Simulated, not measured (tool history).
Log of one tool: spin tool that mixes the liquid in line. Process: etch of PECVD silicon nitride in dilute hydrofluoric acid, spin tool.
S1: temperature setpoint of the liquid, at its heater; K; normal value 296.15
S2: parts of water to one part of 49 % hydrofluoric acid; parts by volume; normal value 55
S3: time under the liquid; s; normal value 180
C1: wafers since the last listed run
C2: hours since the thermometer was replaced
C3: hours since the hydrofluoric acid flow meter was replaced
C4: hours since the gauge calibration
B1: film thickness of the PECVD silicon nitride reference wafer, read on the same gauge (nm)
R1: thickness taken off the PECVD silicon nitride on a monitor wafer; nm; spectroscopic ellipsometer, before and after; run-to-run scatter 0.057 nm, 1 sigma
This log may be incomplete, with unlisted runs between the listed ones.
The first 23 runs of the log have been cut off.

Run 24, day 11.750: usual settings; C1 89; C2 31.6; C3 37.0; C4 47.2; B1 100.01. Result: R1 19.35 nm.
Run 25, day 12.496: usual settings; C1 109; C2 49.5; C3 54.9; C4 65.1; B1 99.96. Result: R1 19.48 nm.
Run 26, day 13.133: usual settings but S1 291.65 K, S2 85 parts by volume, S3 95 s; C1 93; C2 64.8; C3 70.2; C4 80.4; B1 99.99. Result: R1 4.93 nm.
At day 13.558: hydrofluoric acid flow meter replaced, repeated, since the last time left the tool worse.
Run 27, day 13.588: usual settings but S2 25 parts by volume, S3 115 s; C1 60; C2 75.7; C3 0.7; C4 91.3; B1 100.04. Result: R1 24.67 nm.
Run 28, day 14.071: usual settings but S1 292.15 K, S2 65 parts by volume, S3 210 s; C1 70; C2 87.3; C3 12.3; C4 102.9; B1 99.98. Result: R1 13.45 nm.
Run 29, day 14.692: usual settings but S1 299.15 K, S2 75 parts by volume, S3 85 s; C1 91; C2 102.2; C3 27.2; C4 117.8; B1 100.01. Result: R1 7.65 nm.
Run 30, day 14.967: usual settings; C1 40; C2 108.8; C3 33.8; C4 124.4; B1 99.99. Result: R1 17.93 nm.
Run 31, day 15.692: usual settings but S1 292.15 K, S3 230 s; C1 106; C2 126.2; C3 51.2; C4 141.8; B1 100.02. Result: R1 17.49 nm.
Run 32, day 16.421: usual settings but S1 299.65 K, S2 45 parts by volume, S3 235 s; C1 107; C2 143.7; C3 68.7; C4 159.3; B1 99.99. Result: R1 36.22 nm.

Consider 4 possible next runs. They are alternatives, not a sequence: every one starts from the tool as it was left by run 32. What does each give?
Run A, day 16.442: usual settings; C1 3; C2 144.2; C3 69.2; C4 159.8; B1 ?. Result: R1 ?.
Run B, day 16.442: usual settings but S1 299.65 K, S2 35 parts by volume, S3 135 s; C1 3; C2 144.2; C3 69.2; C4 159.8; B1 ?. Result: R1 ?.
Run C, day 16.442: usual settings but S1 292.65 K, S2 65 parts by volume, S3 250 s; C1 3; C2 144.2; C3 69.2; C4 159.8; B1 ?. Result: R1 ?.
Run D, day 16.442: usual settings but S1 294.15 K, S2 30 parts by volume; C1 3; C2 144.2; C3 69.2; C4 159.8; B1 ?. Result: R1 ?.

run      B1     R1
  A  100.00  17.99
  B  100.00  26.56
  C  100.00  16.70
  D  100.00  28.25
What these runs would have given with no unlogged condition in the tool:
run     R1
  A  17.72
  B  26.15
  C  16.45
  D  27.83
